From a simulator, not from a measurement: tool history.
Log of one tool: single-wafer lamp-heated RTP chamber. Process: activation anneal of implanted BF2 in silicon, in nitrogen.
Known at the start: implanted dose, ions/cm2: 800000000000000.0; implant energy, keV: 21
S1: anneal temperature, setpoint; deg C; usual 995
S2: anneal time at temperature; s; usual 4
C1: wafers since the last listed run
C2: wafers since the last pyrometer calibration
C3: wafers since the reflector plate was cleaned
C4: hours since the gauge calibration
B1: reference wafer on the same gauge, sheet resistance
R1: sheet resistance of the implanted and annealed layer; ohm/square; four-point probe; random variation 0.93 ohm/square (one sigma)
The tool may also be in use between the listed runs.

run,hour,S1,S2,C1,C2,C3,C4,B1,R1
1,0.0,995,4,0,1417,3758,259.6,170.02,197.40
2,10.8,995,3,175,1593,3934,270.4,170.07,202.06
3,24.5,995,4,223,1816,4157,284.1,170.01,196.03
# hour 38.1: pyrometer window cleaned and pyrometer calibrated
4,38.6,995,4,99,8,4257,298.2,169.90,196.61
5,63.5,995,4,405,414,4662,323.1,169.82,195.22
6,76.1,995,6,205,619,4868,335.7,169.91,191.58
7,92.5,995,6,267,886,5135,352.1,170.00,189.81
8,99.0,995,6,105,992,5241,358.6,169.86,190.98
9,116.4,995,4,283,1276,5524,376.0,170.03,195.49
# hour 126.1: gauge calibrated
10,130.4,976,4,228,1504,5753,4.3,169.93,213.31
# hour 139.0: pyrometer window cleaned and pyrometer calibrated
11,147.5,979,4,148,138,5901,21.4,169.94,210.16
12,162.5,995,4,244,383,6145,36.4,169.97,195.72
13,168.8,995,4,102,485,6248,42.7,169.77,195.12
14,180.2,995,4,185,671,6434,54.1,170.02,194.49
15,187.9,995,4,125,797,6559,61.8,169.97,193.73
16,202.2,995,4,233,1030,6792,76.1,169.89,194.72
# hour 219.4: reflector plate cleaned
17,219.9,995,4,158,1188,7,93.8,170.09,201.55
# hour 237.8: pyrometer window cleaned and pyrometer calibrated
18,238.3,986,4,169,8,177,112.2,169.95,209.09
19,242.2,1015,4,63,72,241,116.1,169.84,183.45
20,259.2,1014,4,277,349,518,133.1,169.97,186.09
21,274.4,983,4,247,597,765,148.3,169.97,211.80
22,287.3,995,4,210,807,975,161.2,169.92,200.97
23,303.7,995,4,267,1074,1243,177.6,170.07,200.93
24,343.7,1010,6,651,1726,1895,217.6,170.15,181.95
# hour 358.8: pyrometer window cleaned and pyrometer calibrated
25,359.3,966,3,123,8,2018,233.2,169.85,231.24
26,372.9,967,6,221,230,2240,246.8,169.98,221.33
27,383.4,995,4,171,401,2411,257.3,170.06,198.88
28,394.2,976,5,175,577,2587,268.1,170.09,213.86
29,405.7,973,3,187,764,2775,279.6,170.08,221.16
30,420.5,995,4,241,1006,3016,294.4,170.10,195.91
31,438.2,1012,3,288,1294,3304,312.1,169.95,188.72
# hour 459.7: pyrometer window cleaned and pyrometer calibrated
32,460.2,1013,3,228,8,3532,334.1,170.05,187.65
33,469.0,995,4,143,152,3676,342.9,169.90,198.61
34,482.9,968,4,226,378,3902,356.8,170.15,224.15
35,495.6,1021,6,206,585,4109,369.5,169.86,171.72
36,508.8,1018,5,215,800,4324,382.7,169.86,176.74

5 ways to go on from here, each from the tool as it stands after run 36. What would each give?
A,509.2,995,4,6,807,4331,383.1,?,?
B,509.2,1016,4,6,807,4331,383.1,?,?
C,509.2,969,3,6,807,4331,383.1,?,?
D,509.2,1018,4,6,807,4331,383.1,?,?
E,509.2,972,5,6,807,4331,383.1,?,?

run,B1,R1
A,170.01,196.62
B,170.01,180.78
C,170.01,223.94
D,170.01,179.43
E,170.01,216.53
Without the tool's hidden state the same runs would have given:
run,R1
A,201.68
B,184.86
C,230.18
D,183.44
E,223.12

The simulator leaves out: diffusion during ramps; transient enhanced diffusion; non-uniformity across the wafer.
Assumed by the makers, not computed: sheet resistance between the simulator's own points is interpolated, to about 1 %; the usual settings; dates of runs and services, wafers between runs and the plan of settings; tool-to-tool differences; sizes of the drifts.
